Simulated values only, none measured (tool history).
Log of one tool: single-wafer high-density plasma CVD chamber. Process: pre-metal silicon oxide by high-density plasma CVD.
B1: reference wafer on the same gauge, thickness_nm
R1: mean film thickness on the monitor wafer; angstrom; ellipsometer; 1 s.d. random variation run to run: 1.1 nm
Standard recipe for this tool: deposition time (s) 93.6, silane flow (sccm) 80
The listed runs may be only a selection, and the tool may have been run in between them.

Run 1, hour 0: usual settings but deposition time (s) 99.5; B1 796.98. Result: R1 8297.18 angstrom.
Run 2, hour 13.8: usual settings but deposition time (s) 99.5; B1 797.348. Result: R1 8290.21 angstrom.
Run 3, hour 32.6: usual settings but deposition time (s) 99.5; B1 796.889. Result: R1 8283.21 angstrom.
Run 4, hour 56.6: usual settings but silane flow (sccm) 88; B1 796.96. Result: R1 8576.27 angstrom.
Run 5, hour 76.4: usual settings but silane flow (sccm) 88; B1 796.754. Result: R1 8575.57 angstrom.
Run 6, hour 109.7: usual settings but silane flow (sccm) 88; B1 796.534. Result: R1 8580.68 angstrom.
Run 7, hour 126.2: usual settings but silane flow (sccm) 71; B1 797.029. Result: R1 6905.67 angstrom.
Run 8, hour 225.3: usual settings; B1 797.069. Result: R1 7797.66 angstrom.
Run 9, hour 239.9: usual settings; B1 796.958. Result: R1 7810.34 angstrom.
Run 10, hour 267.2: usual settings; B1 797.22. Result: R1 7784.08 angstrom.
Run 11, hour 295.8: usual settings; B1 797.025. Result: R1 7792.51 angstrom.
Run 12, hour 320.3: usual settings but deposition time (s) 106.1, silane flow (sccm) 66; B1 797.119. Result: R1 7309.96 angstrom.
Run 13, hour 343.9: usual settings but deposition time (s) 76.1; B1 796.933. Result: R1 6344.59 angstrom.
At hour 358.8: gauge calibrated.
At hour 362.1: silane flow controller replaced.
Run 14, hour 373: usual settings but deposition time (s) 101.7, silane flow (sccm) 94; B1 796.898. Result: R1 9464.24 angstrom.
Run 15, hour 397: usual settings but silane flow (sccm) 73; B1 797.157. Result: R1 6761.32 angstrom.
Run 16, hour 420.3: usual settings but deposition time (s) 100.7, silane flow (sccm) 88; B1 797.535. Result: R1 8779.47 angstrom.
Run 17, hour 438.8: usual settings but deposition time (s) 83.9, silane flow (sccm) 70; B1 797.092. Result: R1 5812.97 angstrom.
Run 18, hour 468.3: usual settings but silane flow (sccm) 92; B1 796.875. Result: R1 8531.96 angstrom.
Run 19, hour 486.6: usual settings; B1 797.148. Result: R1 7431.26 angstrom.
Run 20, hour 507.3: usual settings but deposition time (s) 102; B1 796.744. Result: R1 8103.83 angstrom.

Run by run, hidden condition taken away, random variation retained:
What the log doesn't record here: delivered silane flow above the setpoint (%); gauge reads high (%).
run       R1
  1  7877.94
  2  7871.13
  3  7864.23
  4  8142.13
  5  8141.21
  6  8145.61
  7  6555.35
  8  7400.95
  9  7412.83
 10   7387.6
 11   7395.3
 12  6937.11
 13  6020.77
 14  9467.22
 15  6756.95
 16  8765.76
 17  5799.72
 18  8502.93
 19  7400.88
 20  8064.51
